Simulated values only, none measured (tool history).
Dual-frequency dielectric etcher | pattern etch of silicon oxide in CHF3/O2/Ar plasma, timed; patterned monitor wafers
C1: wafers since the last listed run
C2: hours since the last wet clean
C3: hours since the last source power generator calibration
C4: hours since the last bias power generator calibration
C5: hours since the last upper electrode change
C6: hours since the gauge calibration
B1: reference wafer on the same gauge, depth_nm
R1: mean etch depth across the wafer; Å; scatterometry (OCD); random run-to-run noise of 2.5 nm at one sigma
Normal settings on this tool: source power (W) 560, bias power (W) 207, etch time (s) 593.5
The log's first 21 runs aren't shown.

run 22 day=58.254 | source_power_(W)=690 bias_power_(W)=156 etch_time_(s)=652.5 | C1=288 C2=81.6 C3=404.3 C4=1014.5 C5=1187.6 C6=287.4 | B1=1309.4 | R1=12388
run 23 day=60.954 | source_power_(W)=680 bias_power_(W)=207 etch_time_(s)=593.5 | C1=230 C2=146.4 C3=469.1 C4=1079.3 C5=1252.4 C6=352.2 | B1=1310.4 | R1=12310
run 24 day=63.200 | source_power_(W)=460 bias_power_(W)=207 etch_time_(s)=490.0 | C1=191 C2=200.3 C3=523.0 C4=1133.2 C5=1306.3 C6=406.1 | B1=1310.4 | R1=9024
run 25 day=64.521 | source_power_(W)=690 bias_power_(W)=207 etch_time_(s)=460.0 | C1=112 C2=232.0 C3=554.7 C4=1164.9 C5=1338.0 C6=437.8 | B1=1310.6 | R1=9580
run 26 day=66.362 | source_power_(W)=470 bias_power_(W)=232 etch_time_(s)=682.0 | C1=157 C2=276.2 C3=598.9 C4=1209.1 C5=1382.2 C6=482.0 | B1=1309.5 | R1=13102
run 27 day=68.117 | source_power_(W)=460 bias_power_(W)=247 etch_time_(s)=532.0 | C1=149 C2=318.3 C3=641.0 C4=1251.2 C5=1424.3 C6=524.1 | B1=1309.7 | R1=10379
run 28 day=70.067 | source_power_(W)=560 bias_power_(W)=245 etch_time_(s)=593.5 | C1=166 C2=365.1 C3=687.8 C4=1298.0 C5=1471.1 C6=570.9 | B1=1310.0 | R1=12268
run 29 day=73.025 | source_power_(W)=460 bias_power_(W)=236 etch_time_(s)=435.0 | C1=252 C2=436.1 C3=758.8 C4=1369.0 C5=1542.1 C6=641.9 | B1=1309.5 | R1=8343
-- day=75.342 wet clean of the chamber
run 30 day=75.362 | source_power_(W)=620 bias_power_(W)=207 etch_time_(s)=525.0 | C1=114 C2=0.5 C3=814.9 C4=1425.1 C5=1598.2 C6=698.0 | B1=1311.0 | R1=10571

3 options for the next run, each taken on its own from the tool as it stands now. Forecast them:
run A day=75.388 | source_power_(W)=560 bias_power_(W)=207 etch_time_(s)=593.5 | C1=2 C2=1.1 C3=815.5 C4=1425.7 C5=1598.8 C6=698.6 | B1=? | R1=?
run B day=75.388 | source_power_(W)=480 bias_power_(W)=239 etch_time_(s)=657.5 | C1=2 C2=1.1 C3=815.5 C4=1425.7 C5=1598.8 C6=698.6 | B1=? | R1=?
run C day=75.388 | source_power_(W)=670 bias_power_(W)=252 etch_time_(s)=515.5 | C1=2 C2=1.1 C3=815.5 C4=1425.7 C5=1598.8 C6=698.6 | B1=? | R1=?

run=A B1=1309.3 R1=11576
run=B B1=1309.3 R1=12865
run=C B1=1309.3 R1=11378
Had the tool no hidden state, the same runs would have come out as:
run=A R1=11539
run=B R1=12827
run=C R1=11344
